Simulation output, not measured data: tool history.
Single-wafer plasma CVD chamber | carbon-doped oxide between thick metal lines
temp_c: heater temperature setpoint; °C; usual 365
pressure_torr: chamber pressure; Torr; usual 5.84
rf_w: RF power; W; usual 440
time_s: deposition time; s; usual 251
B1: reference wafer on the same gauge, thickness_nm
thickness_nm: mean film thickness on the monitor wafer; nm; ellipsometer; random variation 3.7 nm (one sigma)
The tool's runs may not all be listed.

Run 1, day 0: usual settings but rf_w 390 W; B1 1040.024. Result: thickness_nm 893.384 nm.
Run 2, day 0.4: usual settings but rf_w 390 W; B1 1039.892. Result: thickness_nm 893.266 nm.
At day 0.775: showerhead replaced.
Run 3, day 1.129: usual settings but rf_w 390 W; B1 1039.549. Result: thickness_nm 892.267 nm.
At day 1.817: thermocouple changed; heater temperature recalibrated.
Run 4, day 1.838: usual settings but temp_c 361 °C, pressure_torr 6.14 Torr; B1 1039.425. Result: thickness_nm 1029.184 nm.
At day 2.275: RF generator calibrated.
Run 5, day 2.296: usual settings but temp_c 361 °C, pressure_torr 6.14 Torr; B1 1039.828. Result: thickness_nm 1106.856 nm.
Run 6, day 2.517: usual settings; B1 1040.461. Result: thickness_nm 1092.316 nm.
Run 7, day 2.867: usual settings but temp_c 359 °C; B1 1039.658. Result: thickness_nm 1110.11 nm.
Run 8, day 3.471: usual settings but temp_c 356 °C, rf_w 515 W; B1 1040.132. Result: thickness_nm 1278.235 nm.
Run 9, day 4.012: usual settings but temp_c 370 °C, pressure_torr 6.78 Torr, rf_w 495 W, time_s 265 s; B1 1039.783. Result: thickness_nm 1280.404 nm.
Run 10, day 4.633: usual settings but temp_c 354 °C, pressure_torr 7.15 Torr, time_s 235 s; B1 1040.616. Result: thickness_nm 1073.037 nm.
Run 11, day 4.917: usual settings; B1 1040.503. Result: thickness_nm 1097.281 nm.
Run 12, day 5.3: usual settings but rf_w 390 W; B1 1039.245. Result: thickness_nm 971.582 nm.
Run 13, day 5.938: usual settings but temp_c 361 °C, pressure_torr 5.36 Torr, rf_w 360 W, time_s 298 s; B1 1039.596. Result: thickness_nm 1056.87 nm.
Run 14, day 6.212: usual settings but temp_c 354 °C, pressure_torr 7.18 Torr, rf_w 510 W, time_s 270 s; B1 1039.651. Result: thickness_nm 1386.819 nm.
Run 15, day 7.225: usual settings but pressure_torr 7.24 Torr, time_s 299 s; B1 1039.849. Result: thickness_nm 1315.326 nm.
Run 16, day 7.946: usual settings but temp_c 353 °C, rf_w 365 W; B1 1039.744. Result: thickness_nm 929.177 nm.
Run 17, day 9.038: usual settings; B1 1040.336. Result: thickness_nm 1090.141 nm.
Run 18, day 9.392: usual settings but temp_c 353 °C, time_s 227 s; B1 1039.701. Result: thickness_nm 1021.597 nm.
Run 19, day 9.783: usual settings but temp_c 354 °C, time_s 265 s; B1 1039.918. Result: thickness_nm 1177.711 nm.
At day 10.146: capacitance manometer re-zeroed and calibrated.
Run 20, day 10.262: usual settings but temp_c 358 °C, pressure_torr 6.29 Torr, time_s 294 s; B1 1040.324. Result: thickness_nm 1318.243 nm.
Run 21, day 10.921: usual settings but rf_w 390 W; B1 1040.037. Result: thickness_nm 967.965 nm.
Run 22, day 11.262: usual settings; B1 1040.127. Result: thickness_nm 1096.577 nm.
Run 23, day 11.629: usual settings; B1 1040.237. Result: thickness_nm 1096.375 nm.
Run 24, day 13.846: usual settings but temp_c 358 °C, pressure_torr 4.85 Torr, rf_w 395 W, time_s 233 s; B1 1039.338. Result: thickness_nm 908.306 nm.
Run 25, day 14.525: usual settings but temp_c 360 °C, pressure_torr 7.09 Torr, rf_w 385 W, time_s 225 s; B1 1039.526. Result: thickness_nm 882.123 nm.
Run 26, day 14.925: usual settings but rf_w 360 W, time_s 280 s; B1 1040.034. Result: thickness_nm 988.961 nm.
Run 27, day 15.496: usual settings but pressure_torr 6.8 Torr, time_s 299 s; B1 1039.857. Result: thickness_nm 1319.921 nm.
Run 28, day 16.192: usual settings but rf_w 485 W, time_s 286 s; B1 1040.25. Result: thickness_nm 1352.725 nm.
Run 29, day 16.708: usual settings but temp_c 353 °C, rf_w 415 W, time_s 299 s; B1 1040.273. Result: thickness_nm 1266.796 nm.

3 ways to go on from here, each from the tool as it stands after run 29. What would each give?
Run A, day 16.729: usual settings; B1 ?. Result: thickness_nm ?.
Run B, day 16.729: usual settings but temp_c 372 °C, rf_w 390 W, time_s 238 s; B1 ?. Result: thickness_nm ?.
Run C, day 16.729: usual settings but pressure_torr 6.85 Torr; B1 ?. Result: thickness_nm ?.

run        B1  thickness_nm
  A  1040.341      1094.414
  B  1040.341       906.155
  C  1040.341       1110.56
Without the tool's hidden state the same runs would have given:
run  thickness_nm
  A      1099.518
  B       910.567
  C       1115.74

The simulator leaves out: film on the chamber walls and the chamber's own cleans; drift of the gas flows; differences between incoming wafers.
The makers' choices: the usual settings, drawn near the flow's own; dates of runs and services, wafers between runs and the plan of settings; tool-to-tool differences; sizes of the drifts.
